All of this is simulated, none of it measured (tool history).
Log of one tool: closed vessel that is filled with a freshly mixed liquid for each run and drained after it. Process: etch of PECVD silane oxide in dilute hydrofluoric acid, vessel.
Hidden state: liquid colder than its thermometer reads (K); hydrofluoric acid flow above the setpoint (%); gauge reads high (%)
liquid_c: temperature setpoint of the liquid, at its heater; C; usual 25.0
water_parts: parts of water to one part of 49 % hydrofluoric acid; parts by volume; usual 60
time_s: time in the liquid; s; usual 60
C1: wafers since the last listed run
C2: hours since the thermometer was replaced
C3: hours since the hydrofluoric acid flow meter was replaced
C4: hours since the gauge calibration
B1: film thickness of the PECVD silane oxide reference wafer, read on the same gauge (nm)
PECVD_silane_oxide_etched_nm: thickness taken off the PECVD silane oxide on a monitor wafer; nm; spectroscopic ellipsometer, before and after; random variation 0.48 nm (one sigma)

Run 1, hour 0.0: usual settings; C1 0; C2 1430.9; C3 1734.6; C4 1649.6; B1 70.02. Result: PECVD_silane_oxide_etched_nm 51.40 nm.
Run 2, hour 25.6: usual settings; C1 3137; C2 1456.5; C3 1760.2; C4 1675.2; B1 69.97. Result: PECVD_silane_oxide_etched_nm 51.64 nm.
Run 3, hour 84.4: usual settings but water_parts 45 parts by volume, time_s 70 s; C1 7207; C2 1515.3; C3 1819.0; C4 1734.0; B1 70.03. Result: PECVD_silane_oxide_etched_nm 80.74 nm.
Run 4, hour 114.8: usual settings but water_parts 80 parts by volume; C1 3726; C2 1545.7; C3 1849.4; C4 1764.4; B1 70.01. Result: PECVD_silane_oxide_etched_nm 37.41 nm.
Run 5, hour 159.1: usual settings but water_parts 80 parts by volume; C1 5430; C2 1590.0; C3 1893.7; C4 1808.7; B1 69.98. Result: PECVD_silane_oxide_etched_nm 37.73 nm.
Run 6, hour 207.1: usual settings; C1 5883; C2 1638.0; C3 1941.7; C4 1856.7; B1 70.01. Result: PECVD_silane_oxide_etched_nm 51.53 nm.
Run 7, hour 245.8: usual settings; C1 4743; C2 1676.7; C3 1980.4; C4 1895.4; B1 70.04. Result: PECVD_silane_oxide_etched_nm 50.89 nm.
At hour 246.1: gauge calibrated.
Run 8, hour 296.7: usual settings; C1 6239; C2 1727.6; C3 2031.3; C4 50.6; B1 70.00. Result: PECVD_silane_oxide_etched_nm 50.66 nm.
At hour 418.2: hydrofluoric acid flow meter replaced.
Run 9, hour 457.1: usual settings; C1 19538; C2 1888.0; C3 38.9; C4 211.0; B1 69.95. Result: PECVD_silane_oxide_etched_nm 46.66 nm.
Run 10, hour 489.0: usual settings but water_parts 70 parts by volume; C1 3910; C2 1919.9; C3 70.8; C4 242.9; B1 69.99. Result: PECVD_silane_oxide_etched_nm 40.30 nm.
Run 11, hour 541.0: usual settings but water_parts 70 parts by volume; C1 6374; C2 1971.9; C3 122.8; C4 294.9; B1 70.04. Result: PECVD_silane_oxide_etched_nm 39.35 nm.
Run 12, hour 568.2: usual settings; C1 3334; C2 1999.1; C3 150.0; C4 322.1; B1 70.00. Result: PECVD_silane_oxide_etched_nm 47.57 nm.
Run 13, hour 637.0: usual settings; C1 8433; C2 2067.9; C3 218.8; C4 390.9; B1 70.00. Result: PECVD_silane_oxide_etched_nm 47.27 nm.
Run 14, hour 685.7: usual settings but water_parts 45 parts by volume; C1 5969; C2 2116.6; C3 267.5; C4 439.6; B1 69.98. Result: PECVD_silane_oxide_etched_nm 63.87 nm.
Run 15, hour 737.1: usual settings; C1 6300; C2 2168.0; C3 318.9; C4 491.0; B1 69.99. Result: PECVD_silane_oxide_etched_nm 46.91 nm.
Run 16, hour 782.0: usual settings but liquid_c 28.0 C, water_parts 50 parts by volume, time_s 30 s; C1 5503; C2 2212.9; C3 363.8; C4 535.9; B1 70.01. Result: PECVD_silane_oxide_etched_nm 32.24 nm.
Run 17, hour 833.2: usual settings; C1 6275; C2 2264.1; C3 415.0; C4 587.1; B1 69.99. Result: PECVD_silane_oxide_etched_nm 46.98 nm.
Run 18, hour 859.1: usual settings but liquid_c 20.5 C, water_parts 75 parts by volume, time_s 30 s; C1 3174; C2 2290.0; C3 440.9; C4 613.0; B1 70.01. Result: PECVD_silane_oxide_etched_nm 15.14 nm.
Run 19, hour 897.2: usual settings; C1 4670; C2 2328.1; C3 479.0; C4 651.1; B1 70.04. Result: PECVD_silane_oxide_etched_nm 47.26 nm.
Run 20, hour 924.7: usual settings but liquid_c 28.0 C; C1 3370; C2 2355.6; C3 506.5; C4 678.6; B1 69.94. Result: PECVD_silane_oxide_etched_nm 53.04 nm.
At hour 977.0: thermometer replaced.
Run 21, hour 990.4: usual settings but liquid_c 22.5 C, water_parts 70 parts by volume, time_s 50 s; C1 7930; C2 13.4; C3 572.2; C4 744.3; B1 70.00. Result: PECVD_silane_oxide_etched_nm 33.82 nm.
Run 22, hour 1053.7: usual settings but water_parts 85 parts by volume; C1 7759; C2 76.7; C3 635.5; C4 807.6; B1 69.97. Result: PECVD_silane_oxide_etched_nm 35.76 nm.
Run 23, hour 1149.4: usual settings but liquid_c 29.0 C, time_s 85 s; C1 11730; C2 172.4; C3 731.2; C4 903.3; B1 69.98. Result: PECVD_silane_oxide_etched_nm 84.86 nm.
Run 24, hour 1218.2: usual settings but water_parts 90 parts by volume; C1 8433; C2 241.2; C3 800.0; C4 972.1; B1 70.03. Result: PECVD_silane_oxide_etched_nm 33.49 nm.
Run 25, hour 1245.7: usual settings; C1 3370; C2 268.7; C3 827.5; C4 999.6; B1 69.98. Result: PECVD_silane_oxide_etched_nm 51.63 nm.
Run 26, hour 1277.1: usual settings; C1 3848; C2 300.1; C3 858.9; C4 1031.0; B1 70.04. Result: PECVD_silane_oxide_etched_nm 51.32 nm.
Run 27, hour 1347.2: usual settings but liquid_c 26.5 C, water_parts 40 parts by volume, time_s 75 s; C1 8592; C2 370.2; C3 929.0; C4 1101.1; B1 70.01. Result: PECVD_silane_oxide_etched_nm 105.21 nm.
Run 28, hour 1494.0: usual settings but liquid_c 28.5 C, water_parts 80 parts by volume, time_s 40 s; C1 17994; C2 517.0; C3 1075.8; C4 1247.9; B1 70.01. Result: PECVD_silane_oxide_etched_nm 29.37 nm.
Run 29, hour 1550.6: usual settings but liquid_c 21.0 C, water_parts 80 parts by volume; C1 6937; C2 573.6; C3 1132.4; C4 1304.5; B1 69.98. Result: PECVD_silane_oxide_etched_nm 32.34 nm.
Run 30, hour 1592.2: usual settings but liquid_c 20.5 C, water_parts 45 parts by volume, time_s 40 s; C1 5099; C2 615.2; C3 1174.0; C4 1346.1; B1 70.02. Result: PECVD_silane_oxide_etched_nm 38.81 nm.
Run 31, hour 1618.1: usual settings but liquid_c 21.5 C, water_parts 70 parts by volume, time_s 30 s; C1 3174; C2 641.1; C3 1199.9; C4 1372.0; B1 69.98. Result: PECVD_silane_oxide_etched_nm 18.89 nm.
Run 32, hour 1647.0: usual settings but liquid_c 30.0 C, water_parts 40 parts by volume, time_s 30 s; C1 3542; C2 670.0; C3 1228.8; C4 1400.9; B1 70.00. Result: PECVD_silane_oxide_etched_nm 49.75 nm.
Run 33, hour 1689.9: usual settings but liquid_c 20.0 C; C1 5258; C2 712.9; C3 1271.7; C4 1443.8; B1 70.02. Result: PECVD_silane_oxide_etched_nm 42.28 nm.

4 ways to go on from here, each from the tool as it stands after run 33. What would each give?
Run A, hour 1690.6: usual settings but time_s 30 s; C1 85; C2 713.6; C3 1272.4; C4 1444.5; B1 ?. Result: PECVD_silane_oxide_etched_nm ?.
Run B, hour 1690.6: usual settings but liquid_c 27.5 C; C1 85; C2 713.6; C3 1272.4; C4 1444.5; B1 ?. Result: PECVD_silane_oxide_etched_nm ?.
Run C, hour 1690.6: usual settings but liquid_c 26.5 C; C1 85; C2 713.6; C3 1272.4; C4 1444.5; B1 ?. Result: PECVD_silane_oxide_etched_nm ?.
Run D, hour 1690.6: usual settings but time_s 85 s; C1 85; C2 713.6; C3 1272.4; C4 1444.5; B1 ?. Result: PECVD_silane_oxide_etched_nm ?.

run     B1  PECVD_silane_oxide_etched_nm
  A  70.02                         25.95
  B  70.02                         57.43
  C  70.02                         55.16
  D  70.02                         73.52
Without the tool's hidden state the same runs would have given:
run  PECVD_silane_oxide_etched_nm
  A                         25.22
  B                         55.75
  C                         53.58
  D                         71.45
